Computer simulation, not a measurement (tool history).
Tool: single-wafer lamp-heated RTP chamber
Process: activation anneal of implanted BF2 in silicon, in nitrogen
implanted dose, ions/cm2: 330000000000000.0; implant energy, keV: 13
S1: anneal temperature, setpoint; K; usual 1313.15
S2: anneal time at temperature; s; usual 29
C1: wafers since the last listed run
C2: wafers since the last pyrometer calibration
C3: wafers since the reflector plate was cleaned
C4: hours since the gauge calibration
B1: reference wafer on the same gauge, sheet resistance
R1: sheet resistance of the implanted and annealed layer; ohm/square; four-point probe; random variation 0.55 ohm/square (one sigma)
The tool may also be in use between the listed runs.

run	hour	S1	S2	C1	C2	C3	C4	B1	R1
1	0.0	1313.15	29	0	4613	12551	83.1	382.07	366.12
2	8.0	1289.15	29	58	4671	12609	91.1	382.30	376.73
3	24.4	1291.15	29	119	4791	12729	107.5	382.59	376.73
4	41.9	1291.15	29	127	4918	12856	125.0	382.78	376.39
5	57.8	1331.15	17	115	5034	12972	140.9	382.99	369.07
6	66.1	1313.15	29	60	5095	13033	149.2	383.22	367.58
7	72.9	1313.15	29	49	5144	13082	156.0	383.35	366.77
8	85.6	1307.15	18	92	5237	13175	168.7	383.54	377.22
9	95.5	1307.15	18	72	5309	13247	178.6	383.52	377.38
10	107.3	1307.15	18	85	5395	13333	190.4	383.83	378.60
11	118.4	1313.15	29	80	5476	13413	201.5	383.91	367.52
12	130.9	1287.15	16	91	5567	13504	214.0	384.19	387.32
# hour 138.4: gauge calibrated
13	144.6	1292.15	17	99	5666	13604	6.2	381.27	382.09
14	150.8	1307.15	18	45	5711	13649	12.4	381.29	374.52
# hour 169.3: reflector plate cleaned
15	169.8	1291.15	15	80	5792	3	31.4	381.86	383.79
16	184.0	1313.15	29	103	5895	106	45.6	381.91	366.82
# hour 194.2: pyrometer window cleaned and pyrometer calibrated
17	200.3	1336.15	16	60	44	167	61.9	382.24	368.55
18	213.0	1334.15	38	92	136	259	74.6	382.31	353.48
19	226.3	1313.15	29	96	233	356	87.9	382.64	366.07
20	233.6	1313.15	29	53	286	409	95.2	382.60	366.94
21	243.2	1289.15	14	69	356	479	104.8	382.79	386.65
22	252.5	1338.15	34	67	424	547	114.1	383.02	355.72
23	266.1	1313.15	29	99	523	646	127.7	383.18	368.19

Forecast each of these 5 alternatives for the next run:
A	266.5	1330.15	29	2	526	649	128.1	?	?
B	266.5	1284.15	41	2	526	649	128.1	?	?
C	266.5	1339.15	34	2	526	649	128.1	?	?
D	266.5	1297.15	21	2	526	649	128.1	?	?
E	266.5	1313.15	46	2	526	649	128.1	?	?

run	B1	R1
A	383.26	359.64
B	383.26	373.74
C	383.26	354.10
D	383.26	378.25
E	383.26	358.25
Without the tool's hidden state the same runs would have given:
run	R1
A	357.56
B	371.57
C	352.05
D	376.07
E	356.18

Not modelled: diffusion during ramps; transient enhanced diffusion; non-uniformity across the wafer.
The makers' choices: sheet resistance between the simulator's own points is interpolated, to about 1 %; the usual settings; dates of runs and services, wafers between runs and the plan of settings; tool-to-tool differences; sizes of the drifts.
